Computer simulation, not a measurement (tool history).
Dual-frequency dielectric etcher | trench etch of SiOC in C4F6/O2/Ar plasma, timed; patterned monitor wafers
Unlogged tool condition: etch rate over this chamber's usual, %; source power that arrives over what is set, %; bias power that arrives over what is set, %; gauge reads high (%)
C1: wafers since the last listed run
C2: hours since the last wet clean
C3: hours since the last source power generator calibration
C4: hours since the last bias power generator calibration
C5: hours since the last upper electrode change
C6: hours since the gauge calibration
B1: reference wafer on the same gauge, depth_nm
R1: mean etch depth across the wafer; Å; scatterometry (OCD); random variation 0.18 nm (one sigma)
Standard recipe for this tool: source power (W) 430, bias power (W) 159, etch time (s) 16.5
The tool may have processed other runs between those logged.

{"run": 1, "hour": 0.0, "source power (W)": 430, "bias power (W)": 159, "etch time (s)": 16.5, "C1": 0, "C2": 6.7, "C3": 3834.2, "C4": 1850, "C5": 3666.1, "C6": 423.2, "B1": 37.7, "R1": 331.7}
{"run": 2, "hour": 44.4, "source power (W)": 430, "bias power (W)": 159, "etch time (s)": 14.5, "C1": 541, "C2": 51.1, "C3": 3878.6, "C4": 1894.4, "C5": 3710.5, "C6": 467.6, "B1": 37.82, "R1": 291.9}
{"run": 3, "hour": 74.8, "source power (W)": 430, "bias power (W)": 159, "etch time (s)": 16.5, "C1": 371, "C2": 81.5, "C3": 3909, "C4": 1924.8, "C5": 3740.9, "C6": 498, "B1": 37.81, "R1": 331.5}
{"run": 4, "hour": 115.7, "source power (W)": 430, "bias power (W)": 159, "etch time (s)": 16.5, "C1": 499, "C2": 122.4, "C3": 3949.9, "C4": 1965.7, "C5": 3781.8, "C6": 538.9, "B1": 37.8, "R1": 334.9}
{"run": 5, "hour": 171.9, "source power (W)": 430, "bias power (W)": 159, "etch time (s)": 16.5, "C1": 685, "C2": 178.6, "C3": 4006.1, "C4": 2021.9, "C5": 3838, "C6": 595.1, "B1": 37.65, "R1": 326.8}
{"run": 6, "hour": 202.2, "source power (W)": 430, "bias power (W)": 159, "etch time (s)": 16.5, "C1": 369, "C2": 208.9, "C3": 4036.4, "C4": 2052.2, "C5": 3868.3, "C6": 625.4, "B1": 37.84, "R1": 328.7}
{"run": 7, "hour": 253.1, "source power (W)": 430, "bias power (W)": 159, "etch time (s)": 16.5, "C1": 621, "C2": 259.8, "C3": 4087.3, "C4": 2103.1, "C5": 3919.2, "C6": 676.3, "B1": 37.79, "R1": 328.2}
{"run": 8, "hour": 320.1, "source power (W)": 430, "bias power (W)": 159, "etch time (s)": 16.5, "C1": 817, "C2": 326.8, "C3": 4154.3, "C4": 2170.1, "C5": 3986.2, "C6": 743.3, "B1": 37.68, "R1": 327.4}
{"run": 9, "hour": 387.4, "source power (W)": 430, "bias power (W)": 191, "etch time (s)": 16.5, "C1": 821, "C2": 394.1, "C3": 4221.6, "C4": 2237.4, "C5": 4053.5, "C6": 810.6, "B1": 37.8, "R1": 344.2}
{"hour": 439.4, "done": "wet clean of the chamber"}
{"run": 10, "hour": 439.9, "source power (W)": 430, "bias power (W)": 191, "etch time (s)": 16.5, "C1": 347, "C2": 0.5, "C3": 4274.1, "C4": 2289.9, "C5": 4106, "C6": 863.1, "B1": 37.9, "R1": 379.1}
{"hour": 541.6, "done": "upper electrode replaced"}
{"hour": 643.8, "done": "wet clean of the chamber, repeated, since the last time left the tool worse"}
{"run": 11, "hour": 644.3, "source power (W)": 510, "bias power (W)": 159, "etch time (s)": 16.5, "C1": 1908, "C2": 0.5, "C3": 4478.5, "C4": 2494.3, "C5": 102.7, "C6": 1067.5, "B1": 37.8, "R1": 368.6}
{"run": 12, "hour": 669.5, "source power (W)": 430, "bias power (W)": 159, "etch time (s)": 16.5, "C1": 307, "C2": 25.7, "C3": 4503.7, "C4": 2519.5, "C5": 127.9, "C6": 1092.7, "B1": 37.81, "R1": 333.9}
{"run": 13, "hour": 706.3, "source power (W)": 430, "bias power (W)": 159, "etch time (s)": 16.5, "C1": 449, "C2": 62.5, "C3": 4540.5, "C4": 2556.3, "C5": 164.7, "C6": 1129.5, "B1": 37.75, "R1": 333.4}
{"hour": 733.2, "done": "source power generator calibrated"}
{"run": 14, "hour": 764.3, "source power (W)": 430, "bias power (W)": 159, "etch time (s)": 16.5, "C1": 659, "C2": 120.5, "C3": 31.1, "C4": 2614.3, "C5": 222.7, "C6": 1187.5, "B1": 37.87, "R1": 332.2}
{"hour": 820.4, "done": "gauge calibrated"}
{"run": 15, "hour": 833.5, "source power (W)": 430, "bias power (W)": 198, "etch time (s)": 15, "C1": 844, "C2": 189.7, "C3": 100.3, "C4": 2683.5, "C5": 291.9, "C6": 13.1, "B1": 37.85, "R1": 323.6}
{"run": 16, "hour": 893.1, "source power (W)": 430, "bias power (W)": 159, "etch time (s)": 20.5, "C1": 727, "C2": 249.3, "C3": 159.9, "C4": 2743.1, "C5": 351.5, "C6": 72.7, "B1": 37.66, "R1": 409.1}
{"run": 17, "hour": 927.0, "source power (W)": 430, "bias power (W)": 194, "etch time (s)": 16.5, "C1": 413, "C2": 283.2, "C3": 193.8, "C4": 2777, "C5": 385.4, "C6": 106.6, "B1": 37.77, "R1": 354}
{"run": 18, "hour": 955.3, "source power (W)": 520, "bias power (W)": 120, "etch time (s)": 18, "C1": 345, "C2": 311.5, "C3": 222.1, "C4": 2805.3, "C5": 413.7, "C6": 134.9, "B1": 37.73, "R1": 355.5}
{"run": 19, "hour": 1019.4, "source power (W)": 430, "bias power (W)": 177, "etch time (s)": 18.5, "C1": 782, "C2": 375.6, "C3": 286.2, "C4": 2869.4, "C5": 477.8, "C6": 199, "B1": 37.83, "R1": 381.9}
{"run": 20, "hour": 1062.2, "source power (W)": 320, "bias power (W)": 159, "etch time (s)": 12, "C1": 522, "C2": 418.4, "C3": 329, "C4": 2912.2, "C5": 520.6, "C6": 241.8, "B1": 37.79, "R1": 199.7}
{"hour": 1103.4, "done": "wet clean of the chamber"}
{"run": 21, "hour": 1107.3, "source power (W)": 350, "bias power (W)": 169, "etch time (s)": 16.5, "C1": 257, "C2": 3.9, "C3": 374.1, "C4": 2957.3, "C5": 565.7, "C6": 286.9, "B1": 37.84, "R1": 304.9}
{"hour": 1122.3, "done": "bias power generator calibrated"}
{"run": 22, "hour": 1174.7, "source power (W)": 430, "bias power (W)": 159, "etch time (s)": 16.5, "C1": 773, "C2": 71.3, "C3": 441.5, "C4": 52.4, "C5": 633.1, "C6": 354.3, "B1": 37.75, "R1": 330.7}
{"run": 23, "hour": 1223.2, "source power (W)": 430, "bias power (W)": 159, "etch time (s)": 16.5, "C1": 591, "C2": 119.8, "C3": 490, "C4": 100.9, "C5": 681.6, "C6": 402.8, "B1": 37.94, "R1": 329.3}
{"run": 24, "hour": 1278.0, "source power (W)": 520, "bias power (W)": 159, "etch time (s)": 18, "C1": 668, "C2": 174.6, "C3": 544.8, "C4": 155.7, "C5": 736.4, "C6": 457.6, "B1": 37.86, "R1": 394.7}
{"run": 25, "hour": 1329.6, "source power (W)": 430, "bias power (W)": 159, "etch time (s)": 16.5, "C1": 629, "C2": 226.2, "C3": 596.4, "C4": 207.3, "C5": 788, "C6": 509.2, "B1": 37.87, "R1": 326.8}
{"run": 26, "hour": 1397.8, "source power (W)": 430, "bias power (W)": 159, "etch time (s)": 16.5, "C1": 832, "C2": 294.4, "C3": 664.6, "C4": 275.5, "C5": 856.2, "C6": 577.4, "B1": 37.8, "R1": 325.7}
{"run": 27, "hour": 1448.6, "source power (W)": 530, "bias power (W)": 191, "etch time (s)": 14, "C1": 620, "C2": 345.2, "C3": 715.4, "C4": 326.3, "C5": 907, "C6": 628.2, "B1": 37.77, "R1": 327.7}

Branching from run 27: 4 alternative next runs. What would each branch give?
{"run": "A", "hour": 1449.0, "source power (W)": 430, "bias power (W)": 159, "etch time (s)": 16.5, "C1": 4, "C2": 345.6, "C3": 715.8, "C4": 326.7, "C5": 907.4, "C6": 628.6, "B1": "?", "R1": "?"}
{"run": "B", "hour": 1449.0, "source power (W)": 430, "bias power (W)": 123, "etch time (s)": 12.5, "C1": 4, "C2": 345.6, "C3": 715.8, "C4": 326.7, "C5": 907.4, "C6": 628.6, "B1": "?", "R1": "?"}
{"run": "C", "hour": 1449.0, "source power (W)": 500, "bias power (W)": 159, "etch time (s)": 20.5, "C1": 4, "C2": 345.6, "C3": 715.8, "C4": 326.7, "C5": 907.4, "C6": 628.6, "B1": "?", "R1": "?"}
{"run": "D", "hour": 1449.0, "source power (W)": 500, "bias power (W)": 159, "etch time (s)": 16.5, "C1": 4, "C2": 345.6, "C3": 715.8, "C4": 326.7, "C5": 907.4, "C6": 628.6, "B1": "?", "R1": "?"}

run=A B1=37.78 R1=319.6
run=B B1=37.78 R1=220
run=C B1=37.78 R1=428.7
run=D B1=37.78 R1=345.1
Take away the tool's hidden state, keep each run's random variation, and the runs would have read:
run=A R1=330.4
run=B R1=227.4
run=C R1=443.2
run=D R1=356.7
